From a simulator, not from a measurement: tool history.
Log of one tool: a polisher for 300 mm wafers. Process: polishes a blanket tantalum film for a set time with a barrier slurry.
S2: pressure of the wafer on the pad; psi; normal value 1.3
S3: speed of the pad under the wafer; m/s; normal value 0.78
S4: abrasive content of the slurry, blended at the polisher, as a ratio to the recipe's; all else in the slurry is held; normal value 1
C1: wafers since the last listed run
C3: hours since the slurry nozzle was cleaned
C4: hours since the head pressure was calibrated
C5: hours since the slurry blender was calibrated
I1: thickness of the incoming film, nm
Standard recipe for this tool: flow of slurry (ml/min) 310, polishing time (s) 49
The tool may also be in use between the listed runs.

{"run": 1, "hour": 0.0, "flow of slurry (ml/min)": 310, "S2": 1.7, "S3": 0.78, "S4": 1, "polishing time (s)": 49, "C1": 0, "wafers polished on this pad": 2975, "C3": 720.2, "C4": 878.9, "C5": 339.5, "I1": 222.8, "film removed (nm)": 42.4}
{"hour": 43.3, "done": "slurry nozzle cleaned"}
{"hour": 87.3, "done": "slurry blender recalibrated"}
{"run": 2, "hour": 105.7, "flow of slurry (ml/min)": 310, "S2": 1.7, "S3": 0.78, "S4": 1, "polishing time (s)": 49, "C1": 1444, "wafers polished on this pad": 4420, "C3": 62.4, "C4": 984.6, "C5": 18.4, "I1": 217.8, "film removed (nm)": 47.3}
{"hour": 124.8, "done": "worn pad replaced by a new one"}
{"run": 3, "hour": 198.5, "flow of slurry (ml/min)": 310, "S2": 1.7, "S3": 0.78, "S4": 1, "polishing time (s)": 49, "C1": 1248, "wafers polished on this pad": 1037, "C3": 155.2, "C4": 1077.4, "C5": 111.2, "I1": 217.8, "film removed (nm)": 46.3}
{"hour": 205.5, "done": "head pressure recalibrated"}
{"run": 4, "hour": 292.9, "flow of slurry (ml/min)": 310, "S2": 1.3, "S3": 0.78, "S4": 1, "polishing time (s)": 49, "C1": 1299, "wafers polished on this pad": 2336, "C3": 249.6, "C4": 87.4, "C5": 205.6, "I1": 223, "film removed (nm)": 35.4}
{"run": 5, "hour": 329.4, "flow of slurry (ml/min)": 310, "S2": 1.3, "S3": 0.78, "S4": 1, "polishing time (s)": 49, "C1": 513, "wafers polished on this pad": 2849, "C3": 286.1, "C4": 123.9, "C5": 242.1, "I1": 219.6, "film removed (nm)": 34.4}
{"run": 6, "hour": 392.8, "flow of slurry (ml/min)": 310, "S2": 1.3, "S3": 0.78, "S4": 1, "polishing time (s)": 49, "C1": 891, "wafers polished on this pad": 3741, "C3": 349.5, "C4": 187.3, "C5": 305.5, "I1": 218.7, "film removed (nm)": 33.5}
{"run": 7, "hour": 456.9, "flow of slurry (ml/min)": 310, "S2": 1.3, "S3": 0.78, "S4": 1, "polishing time (s)": 49, "C1": 901, "wafers polished on this pad": 4643, "C3": 413.6, "C4": 251.4, "C5": 369.6, "I1": 220.6, "film removed (nm)": 33.6}
{"hour": 468.0, "done": "slurry blender recalibrated"}
{"hour": 489.0, "done": "worn pad replaced by a new one"}
{"run": 8, "hour": 506.3, "flow of slurry (ml/min)": 310, "S2": 1.3, "S3": 0.78, "S4": 1.05, "polishing time (s)": 49, "C1": 610, "wafers polished on this pad": 243, "C3": 463, "C4": 300.8, "C5": 38.3, "I1": 217.9, "film removed (nm)": 37.1}
{"run": 9, "hour": 589.7, "flow of slurry (ml/min)": 310, "S2": 1.3, "S3": 0.78, "S4": 1.05, "polishing time (s)": 49, "C1": 1172, "wafers polished on this pad": 1416, "C3": 546.4, "C4": 384.2, "C5": 121.7, "I1": 218.3, "film removed (nm)": 36.7}
{"run": 10, "hour": 695.9, "flow of slurry (ml/min)": 310, "S2": 1.3, "S3": 0.78, "S4": 1.05, "polishing time (s)": 49, "C1": 1493, "wafers polished on this pad": 2909, "C3": 652.6, "C4": 490.4, "C5": 227.9, "I1": 218.6, "film removed (nm)": 34.5}
{"hour": 731.1, "done": "slurry nozzle cleaned"}
{"run": 11, "hour": 761.0, "flow of slurry (ml/min)": 310, "S2": 1.3, "S3": 0.78, "S4": 1, "polishing time (s)": 49, "C1": 901, "wafers polished on this pad": 3811, "C3": 29.9, "C4": 555.5, "C5": 293, "I1": 219.1, "film removed (nm)": 32.9}
{"run": 12, "hour": 819.3, "flow of slurry (ml/min)": 310, "S2": 1.3, "S3": 0.78, "S4": 1, "polishing time (s)": 49, "C1": 819, "wafers polished on this pad": 4631, "C3": 88.2, "C4": 613.8, "C5": 351.3, "I1": 216, "film removed (nm)": 32.8}
{"hour": 853.4, "done": "slurry blender recalibrated"}
{"hour": 897.6, "done": "worn pad replaced by a new one"}
{"run": 13, "hour": 912.2, "flow of slurry (ml/min)": 310, "S2": 1, "S3": 0.64, "S4": 1, "polishing time (s)": 49, "C1": 1222, "wafers polished on this pad": 205, "C3": 181.1, "C4": 706.7, "C5": 58.8, "I1": 220.4, "film removed (nm)": 25.8}
{"run": 14, "hour": 973.2, "flow of slurry (ml/min)": 310, "S2": 1, "S3": 0.64, "S4": 1, "polishing time (s)": 49, "C1": 857, "wafers polished on this pad": 1063, "C3": 242.1, "C4": 767.7, "C5": 119.8, "I1": 222.9, "film removed (nm)": 24.6}
{"run": 15, "hour": 1013.1, "flow of slurry (ml/min)": 310, "S2": 1.3, "S3": 0.64, "S4": 1, "polishing time (s)": 49, "C1": 561, "wafers polished on this pad": 1624, "C3": 282, "C4": 807.6, "C5": 159.7, "I1": 223.2, "film removed (nm)": 31.9}
{"run": 16, "hour": 1102.2, "flow of slurry (ml/min)": 310, "S2": 1.3, "S3": 0.78, "S4": 1.05, "polishing time (s)": 49, "C1": 1253, "wafers polished on this pad": 2877, "C3": 371.1, "C4": 896.7, "C5": 248.8, "I1": 218.6, "film removed (nm)": 35.6}
{"run": 17, "hour": 1140.0, "flow of slurry (ml/min)": 310, "S2": 1.3, "S3": 0.78, "S4": 1, "polishing time (s)": 49, "C1": 531, "wafers polished on this pad": 3409, "C3": 408.9, "C4": 934.5, "C5": 286.6, "I1": 220.9, "film removed (nm)": 33.2}
{"run": 18, "hour": 1196.7, "flow of slurry (ml/min)": 405, "S2": 1.3, "S3": 0.78, "S4": 1, "polishing time (s)": 49, "C1": 797, "wafers polished on this pad": 4206, "C3": 465.6, "C4": 991.2, "C5": 343.3, "I1": 224.4, "film removed (nm)": 35.3}
{"run": 19, "hour": 1273.7, "flow of slurry (ml/min)": 310, "S2": 1.3, "S3": 0.78, "S4": 1.05, "polishing time (s)": 49, "C1": 1082, "wafers polished on this pad": 5289, "C3": 542.6, "C4": 1068.2, "C5": 420.3, "I1": 221.6, "film removed (nm)": 33.5}
{"hour": 1297.4, "done": "slurry blender recalibrated"}
{"hour": 1315.5, "done": "worn pad replaced by a new one"}
{"run": 20, "hour": 1325.6, "flow of slurry (ml/min)": 310, "S2": 1.3, "S3": 0.68, "S4": 0.75, "polishing time (s)": 49, "C1": 645, "wafers polished on this pad": 142, "C3": 594.5, "C4": 1120.1, "C5": 28.2, "I1": 220.1, "film removed (nm)": 31.5}
{"run": 21, "hour": 1386.9, "flow of slurry (ml/min)": 220, "S2": 1, "S3": 0.92, "S4": 1.1, "polishing time (s)": 49, "C1": 862, "wafers polished on this pad": 1004, "C3": 655.8, "C4": 1181.4, "C5": 89.5, "I1": 222.5, "film removed (nm)": 30.4}
{"run": 22, "hour": 1459.9, "flow of slurry (ml/min)": 310, "S2": 0.9, "S3": 0.78, "S4": 1, "polishing time (s)": 57, "C1": 1026, "wafers polished on this pad": 2030, "C3": 728.8, "C4": 1254.4, "C5": 162.5, "I1": 219.9, "film removed (nm)": 28.4}
{"hour": 1479.9, "done": "head pressure recalibrated"}
{"hour": 1489.5, "done": "slurry nozzle cleaned"}
{"run": 23, "hour": 1556.4, "flow of slurry (ml/min)": 310, "S2": 1.3, "S3": 0.78, "S4": 1, "polishing time (s)": 39, "C1": 1315, "wafers polished on this pad": 3345, "C3": 66.9, "C4": 76.5, "C5": 259, "I1": 216.4, "film removed (nm)": 27.1}
{"run": 24, "hour": 1607.1, "flow of slurry (ml/min)": 340, "S2": 1, "S3": 0.78, "S4": 1, "polishing time (s)": 49, "C1": 713, "wafers polished on this pad": 4058, "C3": 117.6, "C4": 127.2, "C5": 309.7, "I1": 216.6, "film removed (nm)": 26.6}
{"run": 25, "hour": 1663.9, "flow of slurry (ml/min)": 310, "S2": 1.3, "S3": 0.9, "S4": 1, "polishing time (s)": 49, "C1": 798, "wafers polished on this pad": 4857, "C3": 174.4, "C4": 184, "C5": 366.5, "I1": 218.2, "film removed (nm)": 36.3}
{"hour": 1673.5, "done": "slurry blender recalibrated"}
{"hour": 1703.3, "done": "worn pad replaced by a new one"}
{"run": 26, "hour": 1718.7, "flow of slurry (ml/min)": 310, "S2": 1.3, "S3": 0.78, "S4": 1.05, "polishing time (s)": 49, "C1": 686, "wafers polished on this pad": 216, "C3": 229.2, "C4": 238.8, "C5": 45.2, "I1": 219.1, "film removed (nm)": 36.9}
{"run": 27, "hour": 1772.4, "flow of slurry (ml/min)": 310, "S2": 1.3, "S3": 0.78, "S4": 0.7, "polishing time (s)": 49, "C1": 755, "wafers polished on this pad": 972, "C3": 282.9, "C4": 292.5, "C5": 98.9, "I1": 220.2, "film removed (nm)": 32.5}
{"run": 28, "hour": 1861.0, "flow of slurry (ml/min)": 265, "S2": 1.3, "S3": 0.78, "S4": 1, "polishing time (s)": 49, "C1": 1246, "wafers polished on this pad": 2218, "C3": 371.5, "C4": 381.1, "C5": 187.5, "I1": 223.5, "film removed (nm)": 34.4}

Consider 3 possible next runs. They are alternatives, not a sequence: every one starts from the tool as it was left by run 28. What does each give?
{"run": "A", "hour": 1861.4, "flow of slurry (ml/min)": 310, "S2": 1.3, "S3": 0.78, "S4": 1, "polishing time (s)": 49, "C1": 5, "wafers polished on this pad": 2223, "C3": 371.9, "C4": 381.5, "C5": 187.9, "I1": 217.4, "film removed (nm)": "?"}
{"run": "B", "hour": 1861.4, "flow of slurry (ml/min)": 310, "S2": 1.8, "S3": 0.78, "S4": 1, "polishing time (s)": 49, "C1": 5, "wafers polished on this pad": 2223, "C3": 371.9, "C4": 381.5, "C5": 187.9, "I1": 217.4, "film removed (nm)": "?"}
{"run": "C", "hour": 1861.4, "flow of slurry (ml/min)": 240, "S2": 1.6, "S3": 0.78, "S4": 1, "polishing time (s)": 49, "C1": 5, "wafers polished on this pad": 2223, "C3": 371.9, "C4": 381.5, "C5": 187.9, "I1": 217.4, "film removed (nm)": "?"}

run=A film_removed_(nm)=35.3
run=B film_removed_(nm)=48.5
run=C film_removed_(nm)=42
Without the tool's unlogged condition, the same runs would have read:
run=A film_removed_(nm)=37.5
run=B film_removed_(nm)=51.5
run=C film_removed_(nm)=44.6
